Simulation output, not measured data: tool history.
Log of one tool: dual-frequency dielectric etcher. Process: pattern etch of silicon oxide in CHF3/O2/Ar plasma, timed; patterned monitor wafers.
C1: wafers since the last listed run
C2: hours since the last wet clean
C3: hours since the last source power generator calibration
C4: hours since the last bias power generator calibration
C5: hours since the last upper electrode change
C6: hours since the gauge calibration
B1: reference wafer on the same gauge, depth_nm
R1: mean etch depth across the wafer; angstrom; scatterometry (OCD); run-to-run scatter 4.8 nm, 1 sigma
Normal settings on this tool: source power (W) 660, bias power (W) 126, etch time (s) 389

Run 1, hour 0: usual settings but bias power (W) 106, etch time (s) 412.5; C1 0; C2 189.3; C3 1164.8; C4 2458.6; C5 3865.7; C6 1628; B1 628.6. Result: R1 7734 angstrom.
Run 2, hour 57.6: usual settings; C1 178; C2 246.9; C3 1222.4; C4 2516.2; C5 3923.3; C6 1685.6; B1 628.4. Result: R1 7655 angstrom.
Run 3, hour 104.5: usual settings; C1 145; C2 293.8; C3 1269.3; C4 2563.1; C5 3970.2; C6 1732.5; B1 629.2. Result: R1 7750 angstrom.
Run 4, hour 146.9: usual settings but bias power (W) 135; C1 131; C2 336.2; C3 1311.7; C4 2605.5; C5 4012.6; C6 1774.9; B1 628.1. Result: R1 7844 angstrom.
Run 5, hour 218.6: usual settings but bias power (W) 135; C1 222; C2 407.9; C3 1383.4; C4 2677.2; C5 4084.3; C6 1846.6; B1 630.2. Result: R1 7948 angstrom.
Run 6, hour 285.9: usual settings but etch time (s) 437; C1 209; C2 475.2; C3 1450.7; C4 2744.5; C5 4151.6; C6 1913.9; B1 629.1. Result: R1 8797 angstrom.
Run 7, hour 339.8: usual settings but etch time (s) 437; C1 167; C2 529.1; C3 1504.6; C4 2798.4; C5 4205.5; C6 1967.8; B1 629.3. Result: R1 8906 angstrom.
Run 8, hour 370.3: usual settings; C1 94; C2 559.6; C3 1535.1; C4 2828.9; C5 4236; C6 1998.3; B1 628.8. Result: R1 7905 angstrom.
At hour 404.2: gauge calibrated.
At hour 415.8: wet clean of the chamber.
Run 9, hour 435.1: usual settings; C1 126; C2 19.3; C3 1599.9; C4 2893.7; C5 4300.8; C6 30.9; B1 630.9. Result: R1 7450 angstrom.
Run 10, hour 481.4: usual settings but bias power (W) 155; C1 143; C2 65.6; C3 1646.2; C4 2940; C5 4347.1; C6 77.2; B1 628. Result: R1 7878 angstrom.
Run 11, hour 513.1: usual settings but source power (W) 500, bias power (W) 138, etch time (s) 350; C1 98; C2 97.3; C3 1677.9; C4 2971.7; C5 4378.8; C6 108.9; B1 630. Result: R1 6300 angstrom.
At hour 526.8: source power generator calibrated.
Run 12, hour 578.9: usual settings but bias power (W) 135; C1 192; C2 163.1; C3 52.1; C4 3037.5; C5 4444.6; C6 174.7; B1 629.2. Result: R1 7728 angstrom.
At hour 616.8: bias power generator calibrated.
Run 13, hour 617.5: usual settings but bias power (W) 107; C1 107; C2 201.7; C3 90.7; C4 0.7; C5 4483.2; C6 213.3; B1 628.8. Result: R1 7266 angstrom.
Run 14, hour 649.6: usual settings but source power (W) 820, bias power (W) 148, etch time (s) 425.5; C1 99; C2 233.8; C3 122.8; C4 32.8; C5 4515.3; C6 245.4; B1 628.8. Result: R1 9365 angstrom.
Run 15, hour 698.3: usual settings but bias power (W) 141, etch time (s) 479.5; C1 151; C2 282.5; C3 171.5; C4 81.5; C5 4564; C6 294.1; B1 630.4. Result: R1 9692 angstrom.
Run 16, hour 764.1: usual settings but bias power (W) 155; C1 204; C2 348.3; C3 237.3; C4 147.3; C5 4629.8; C6 359.9; B1 630.7. Result: R1 8226 angstrom.
Run 17, hour 798.4: usual settings but source power (W) 770, bias power (W) 155, etch time (s) 429; C1 106; C2 382.6; C3 271.6; C4 181.6; C5 4664.1; C6 394.2; B1 628.1. Result: R1 9574 angstrom.
Run 18, hour 873.3: usual settings; C1 232; C2 457.5; C3 346.5; C4 256.5; C5 4739; C6 469.1; B1 628.1. Result: R1 7695 angstrom.
At hour 947: upper electrode replaced.
Run 19, hour 947.5: usual settings but source power (W) 570; C1 155; C2 531.7; C3 420.7; C4 330.7; C5 0.5; C6 543.3; B1 629.6. Result: R1 7424 angstrom.
At hour 985.3: wet clean of the chamber.
Run 20, hour 985.8: usual settings but source power (W) 570, bias power (W) 144, etch time (s) 482.5; C1 44; C2 0.5; C3 459; C4 369; C5 38.8; C6 581.6; B1 628.9. Result: R1 9133 angstrom.
Run 21, hour 1023.3: usual settings; C1 116; C2 38; C3 496.5; C4 406.5; C5 76.3; C6 619.1; B1 628.8. Result: R1 7505 angstrom.
Run 22, hour 1068.8: usual settings but bias power (W) 144, etch time (s) 351.5; C1 141; C2 83.5; C3 542; C4 452; C5 121.8; C6 664.6; B1 629.9. Result: R1 7011 angstrom.
Run 23, hour 1136.5: usual settings but source power (W) 770, etch time (s) 276; C1 210; C2 151.2; C3 609.7; C4 519.7; C5 189.5; C6 732.3; B1 628.4. Result: R1 5667 angstrom.
Run 24, hour 1188.3: usual settings but source power (W) 710, bias power (W) 152, etch time (s) 322.5; C1 160; C2 203; C3 661.5; C4 571.5; C5 241.3; C6 784.1; B1 628.7. Result: R1 6780 angstrom.
Run 25, hour 1257.6: usual settings but source power (W) 600, bias power (W) 113, etch time (s) 466.5; C1 215; C2 272.3; C3 730.8; C4 640.8; C5 310.6; C6 853.4; B1 629.8. Result: R1 8607 angstrom.
Run 26, hour 1305.6: usual settings; C1 149; C2 320.3; C3 778.8; C4 688.8; C5 358.6; C6 901.4; B1 631.1. Result: R1 7669 angstrom.
Run 27, hour 1361.8: usual settings; C1 174; C2 376.5; C3 835; C4 745; C5 414.8; C6 957.6; B1 628.8. Result: R1 7748 angstrom.
Run 28, hour 1413.8: usual settings but bias power (W) 113; C1 161; C2 428.5; C3 887; C4 797; C5 466.8; C6 1009.6; B1 628.7. Result: R1 7482 angstrom.
At hour 1466.5: wet clean of the chamber.
Run 29, hour 1467.3: usual settings; C1 91; C2 0.8; C3 940.5; C4 850.5; C5 520.3; C6 1063.1; B1 627.3. Result: R1 7445 angstrom.
Run 30, hour 1535: usual settings but source power (W) 600; C1 210; C2 68.5; C3 1008.2; C4 918.2; C5 588; C6 1130.8; B1 630.6. Result: R1 7162 angstrom.

Subtracting, for every run, the result it would have given without the tool's unlogged condition from the measured result gives the following. The same run-to-run variation enters both numbers; the gauge's scatter may not:
The tool's hidden condition here consists of: etch rate over this chamber's usual, %; source power that arrives over what is set, %; bias power that arrives over what is set, %; gauge reads high (%).
run    R1
  1  +171
  2  +210
  3  +247
  4  +279
  5  +334
  6  +422
  7  +470
  8  +438
  9    -2
 10   +33
 11   +45
 12  +105
 13  +125
 14  +189
 15  +239
 16  +253
 17  +324
 18  +313
 19  +350
 20   -71
 21   -30
 22    +3
 23   +39
 24   +81
 25  +158
 26  +175
 27  +218
 28  +246
 29   -59
 30    -9
